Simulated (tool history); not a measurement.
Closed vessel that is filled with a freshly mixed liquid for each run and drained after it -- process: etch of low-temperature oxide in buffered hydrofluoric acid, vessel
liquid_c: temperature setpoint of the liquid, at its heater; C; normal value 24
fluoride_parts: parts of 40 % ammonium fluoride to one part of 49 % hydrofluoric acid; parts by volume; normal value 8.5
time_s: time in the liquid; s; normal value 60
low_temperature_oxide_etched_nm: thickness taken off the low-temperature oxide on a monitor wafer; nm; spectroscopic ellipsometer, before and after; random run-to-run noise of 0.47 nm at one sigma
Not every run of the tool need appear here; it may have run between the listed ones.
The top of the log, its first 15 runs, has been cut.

run	hour	liquid_c	fluoride_parts	time_s	read-back film thickness of the low-temperature oxide reference wafer, read on the same gauge (nm)	low_temperature_oxide_etched_nm
16	207.5	24	8.5	60	80	137.66
17	220.4	24	9.5	85	80	179.7
# hour 237.8: hydrofluoric acid flow meter replaced
18	252.6	19.5	11	45	80.02	68.84
# hour 258.2: thermometer replaced
19	266.8	24	11.5	60	80.01	108.48
20	274.9	28.5	6	60	79.98	254.6
21	288.1	20.5	10	40	79.96	68.71
22	304.5	20	5.5	40	80	115.17
23	314.3	21.5	8.5	35	80.04	71.86
24	324.8	24	6.5	85	80.05	263.66
25	340.9	24	6	85	80	282.16
26	353.2	26	11	45	80.01	94.77
27	366.7	28	9.5	45	80.01	119.94
28	373.3	24	8.5	90	80.01	211.94
29	383.5	24	6	60	80.02	200.18
30	394.3	24	8.5	60	80.03	141.48
31	407.7	24	8.5	60	79.98	141.37
32	423.6	24	8.5	60	80.01	140.87

4 options for the next run, each taken on its own from the tool as it stands now. Forecast them:
A	424.3	24	8.5	60	?	?
B	424.3	22.5	8.5	90	?	?
C	424.3	19.5	8.5	80	?	?
D	424.3	24	8.5	40	?	?

run	read-back film thickness of the low-temperature oxide reference wafer, read on the same gauge (nm)	low_temperature_oxide_etched_nm
A	80.01	141.25
B	80.01	195.2
C	80.01	146.9
D	80.01	94.17
Take away the tool's hidden state, keep each run's random variation, and the runs would have read:
run	low_temperature_oxide_etched_nm
A	142.22
B	196.51
C	147.85
D	94.82

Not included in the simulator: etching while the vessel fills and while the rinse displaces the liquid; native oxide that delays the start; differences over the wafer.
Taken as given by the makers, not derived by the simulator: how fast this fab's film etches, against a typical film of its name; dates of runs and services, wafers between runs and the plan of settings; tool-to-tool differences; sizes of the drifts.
